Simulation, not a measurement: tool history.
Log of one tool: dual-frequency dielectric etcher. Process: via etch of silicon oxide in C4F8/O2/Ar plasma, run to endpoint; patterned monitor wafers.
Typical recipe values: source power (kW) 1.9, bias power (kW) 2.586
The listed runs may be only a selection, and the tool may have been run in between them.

| run | hour | source power (kW) | bias power (kW) | incoming incoming film thickness, nm | endpoint time (s) |
|---|---|---|---|---|---|
| 1 | 0 | 1.9 | 2.586 | 1453.6 | 262.9 |
| 2 | 10.9 | 1.9 | 2.586 | 1445.4 | 262 |
| 3 | 18.9 | 1.9 | 2.586 | 1450.3 | 265.5 |
| 4 | 26.9 | 1.9 | 2.586 | 1450.3 | 263.9 |
| 5 | 42.3 | 1.9 | 2.586 | 1450.4 | 262.3 |
| 6 | 53.2 | 2.16 | 2.586 | 1442.1 | 245.9 |
| 7 | 71.1 | 2.16 | 2.586 | 1459.1 | 249.4 |
| 8 | 82.7 | 1.76 | 2.127 | 1435.6 | 274.6 |
|  | 112.8 | wet clean of the chamber |
| 9 | 132 | 1.76 | 2.127 | 1457.3 | 292.5 |
| 10 | 138 | 1.76 | 2.127 | 1457 | 290.2 |
| 11 | 147.4 | 1.9 | 2.586 | 1456 | 273.4 |
| 12 | 158.4 | 1.9 | 2.586 | 1455.7 | 275 |
| 13 | 182 | 1.9 | 1.997 | 1438.4 | 277 |
| 14 | 196 | 1.63 | 2.905 | 1441.7 | 283.3 |
| 15 | 205.4 | 2.23 | 2.586 | 1443 | 254.2 |
|  | 226.9 | bias power generator calibrated |
|  | 241.8 | upper electrode replaced |
| 16 | 242.3 | 1.9 | 2.586 | 1460.4 | 275.6 |
| 17 | 242.7 | 2.08 | 2.868 | 1447.8 | 258.1 |
| 18 | 243.1 | 1.59 | 2.586 | 1447.7 | 289.4 |
|  | 246.7 | source power generator calibrated |
| 19 | 260.1 | 2.16 | 2.586 | 1450.8 | 256.3 |
| 20 | 277.6 | 1.71 | 2.863 | 1464.2 | 280.6 |
| 21 | 290.9 | 1.43 | 3.176 | 1437.6 | 287.7 |
| 22 | 300.8 | 2.03 | 2.586 | 1430.8 | 260.1 |
| 23 | 310.1 | 1.74 | 3.101 | 1456.8 | 272.3 |
| 24 | 317.3 | 1.9 | 2.586 | 1461.5 | 271.9 |

What if the next run were any one of these 4? Each begins from the tool's condition after run 24:
| A | 317.8 | 1.9 | 2.034 | 1459.6 | ? |
| B | 317.8 | 2.23 | 2.197 | 1459.6 | ? |
| C | 317.8 | 2.13 | 3.091 | 1459.6 | ? |
| D | 317.8 | 2.34 | 2.207 | 1459.6 | ? |

| run | endpoint time (s) |
|---|---|
| A | 279.1 |
| B | 259.6 |
| C | 250.9 |
| D | 254.6 |
The same runs, with their run-to-run variation unchanged, on a tool lacking any hidden condition would have given:
| run | endpoint time (s) |
|---|---|
| A | 282.9 |
| B | 263.1 |
| C | 254.4 |
| D | 258.1 |
